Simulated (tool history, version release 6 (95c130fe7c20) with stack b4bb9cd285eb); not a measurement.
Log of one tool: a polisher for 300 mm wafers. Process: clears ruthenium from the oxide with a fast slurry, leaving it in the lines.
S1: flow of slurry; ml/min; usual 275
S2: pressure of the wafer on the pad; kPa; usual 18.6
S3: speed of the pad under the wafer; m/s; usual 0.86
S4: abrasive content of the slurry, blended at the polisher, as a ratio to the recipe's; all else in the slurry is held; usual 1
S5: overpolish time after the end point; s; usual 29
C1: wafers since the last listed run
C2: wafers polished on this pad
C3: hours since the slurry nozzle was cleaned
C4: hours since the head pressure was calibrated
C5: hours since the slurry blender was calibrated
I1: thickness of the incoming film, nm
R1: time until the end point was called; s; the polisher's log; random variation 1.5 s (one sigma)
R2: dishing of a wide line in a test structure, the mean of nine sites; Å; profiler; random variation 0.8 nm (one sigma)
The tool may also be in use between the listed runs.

run 1 hour=0 | S1=275 S2=13.8 S3=0.86 S4=1 S5=29 | C1=0 C2=571 C3=68.9 C4=40.8 C5=68.2 | I1=289.4 | R1=97.8 R2=508
run 2 hour=45.2 | S1=275 S2=13.8 S3=0.86 S4=1 S5=29 | C1=299 C2=870 C3=114.1 C4=86 C5=113.4 | I1=289.1 | R1=98.8 R2=496
-- hour=70.5 worn pad replaced by a new one
run 3 hour=71 | S1=275 S2=13.8 S3=0.86 S4=1 S5=29 | C1=144 C2=3 C3=139.9 C4=111.8 C5=139.2 | I1=294.2 | R1=103.7 R2=507
run 4 hour=113.2 | S1=275 S2=18.6 S3=0.8 S4=1 S5=29 | C1=279 C2=283 C3=182.1 C4=154 C5=181.4 | I1=291.9 | R1=87.5 R2=537
-- hour=139.8 slurry blender recalibrated
run 5 hour=154.2 | S1=275 S2=18.6 S3=0.8 S4=1 S5=29 | C1=258 C2=541 C3=223.1 C4=195 C5=14.4 | I1=286.5 | R1=84.7 R2=540
-- hour=164.3 slurry nozzle cleaned
run 6 hour=213.3 | S1=275 S2=14.5 S3=0.86 S4=1.1 S5=29 | C1=384 C2=926 C3=49 C4=254.1 C5=73.5 | I1=287.2 | R1=91.9 R2=526
-- hour=239.2 worn pad replaced by a new one
run 7 hour=242 | S1=275 S2=18.6 S3=0.86 S4=1 S5=29 | C1=163 C2=18 C3=77.7 C4=282.8 C5=102.2 | I1=287.2 | R1=81.1 R2=554
-- hour=337.7 slurry blender recalibrated
run 8 hour=340 | S1=275 S2=18.6 S3=0.86 S4=0.9 S5=29 | C1=635 C2=654 C3=175.7 C4=380.8 C5=2.3 | I1=293.6 | R1=90.1 R2=525
run 9 hour=376.4 | S1=275 S2=18.6 S3=0.86 S4=0.9 S5=29 | C1=241 C2=895 C3=212.1 C4=417.2 C5=38.7 | I1=287.3 | R1=91.9 R2=544
-- hour=379.7 slurry nozzle cleaned
-- hour=407.9 worn pad replaced by a new one
run 10 hour=423.3 | S1=180 S2=13.8 S3=0.86 S4=1.2 S5=40 | C1=277 C2=102 C3=43.6 C4=464.1 C5=85.6 | I1=290.8 | R1=103.5 R2=599
run 11 hour=471.9 | S1=275 S2=18.6 S3=0.86 S4=1 S5=29 | C1=321 C2=423 C3=92.2 C4=512.7 C5=134.2 | I1=291.3 | R1=88.2 R2=557
-- hour=483.2 head pressure recalibrated
run 12 hour=526.9 | S1=275 S2=18.6 S3=0.86 S4=1 S5=29 | C1=351 C2=774 C3=147.2 C4=43.7 C5=189.2 | I1=292.8 | R1=81.1 R2=573
-- hour=577.1 worn pad replaced by a new one
-- hour=592.1 slurry nozzle cleaned
-- hour=592.3 slurry blender recalibrated
run 13 hour=592.9 | S1=315 S2=18.6 S3=0.76 S4=1 S5=34 | C1=402 C2=96 C3=0.8 C4=109.7 C5=0.6 | I1=293.6 | R1=86.2 R2=597
run 14 hour=651.8 | S1=275 S2=20 S3=0.86 S4=1 S5=13 | C1=390 C2=486 C3=59.7 C4=168.6 C5=59.5 | I1=295 | R1=79.2 R2=331
run 15 hour=715.7 | S1=230 S2=20.7 S3=0.68 S4=1 S5=18 | C1=423 C2=910 C3=123.6 C4=232.5 C5=123.4 | I1=291.7 | R1=94.1 R2=374
-- hour=742.1 worn pad replaced by a new one
run 16 hour=749.5 | S1=335 S2=12.4 S3=1.08 S4=0.9 S5=29 | C1=197 C2=49 C3=157.4 C4=266.3 C5=157.2 | I1=290.3 | R1=93.4 R2=521
run 17 hour=801 | S1=340 S2=18.6 S3=0.86 S4=1.25 S5=46 | C1=341 C2=390 C3=208.9 C4=317.8 C5=208.7 | I1=291.7 | R1=73.2 R2=763
-- hour=822.3 slurry nozzle cleaned
-- hour=836.4 slurry blender recalibrated
run 18 hour=863.3 | S1=330 S2=18.6 S3=0.64 S4=1.2 S5=24 | C1=392 C2=782 C3=41 C4=380.1 C5=26.9 | I1=295.5 | R1=96 R2=459
run 19 hour=904.1 | S1=275 S2=18.6 S3=1.02 S4=1.1 S5=29 | C1=270 C2=1053 C3=81.8 C4=420.9 C5=67.7 | I1=287.7 | R1=71.1 R2=610

5 ways to go on from here, each from the tool as it stands after run 19. What would each give?
run A hour=904.6 | S1=275 S2=18.6 S3=0.86 S4=1 S5=29 | C1=3 C2=1056 C3=82.3 C4=421.4 C5=68.2 | I1=291.3 | R1=? R2=?
run B hour=904.6 | S1=275 S2=13.8 S3=0.68 S4=0.7 S5=15 | C1=3 C2=1056 C3=82.3 C4=421.4 C5=68.2 | I1=291.3 | R1=? R2=?
run C hour=904.6 | S1=275 S2=18.6 S3=1.06 S4=1.15 S5=29 | C1=3 C2=1056 C3=82.3 C4=421.4 C5=68.2 | I1=291.3 | R1=? R2=?
run D hour=904.6 | S1=275 S2=18.6 S3=1.02 S4=1 S5=29 | C1=3 C2=1056 C3=82.3 C4=421.4 C5=68.2 | I1=291.3 | R1=? R2=?
run E hour=904.6 | S1=275 S2=22.8 S3=1.08 S4=1 S5=29 | C1=3 C2=1056 C3=82.3 C4=421.4 C5=68.2 | I1=291.3 | R1=? R2=?

run=A R1=85 R2=550
run=B R1=156 R2=209
run=C R1=66.8 R2=630
run=D R1=74 R2=596
run=E R1=61.1 R2=659
Without the tool's hidden state the same runs would have given:
run=A R1=80.1 R2=570
run=B R1=147 R2=220
run=C R1=62.9 R2=650
run=D R1=69.7 R2=616
run=E R1=57.5 R2=678

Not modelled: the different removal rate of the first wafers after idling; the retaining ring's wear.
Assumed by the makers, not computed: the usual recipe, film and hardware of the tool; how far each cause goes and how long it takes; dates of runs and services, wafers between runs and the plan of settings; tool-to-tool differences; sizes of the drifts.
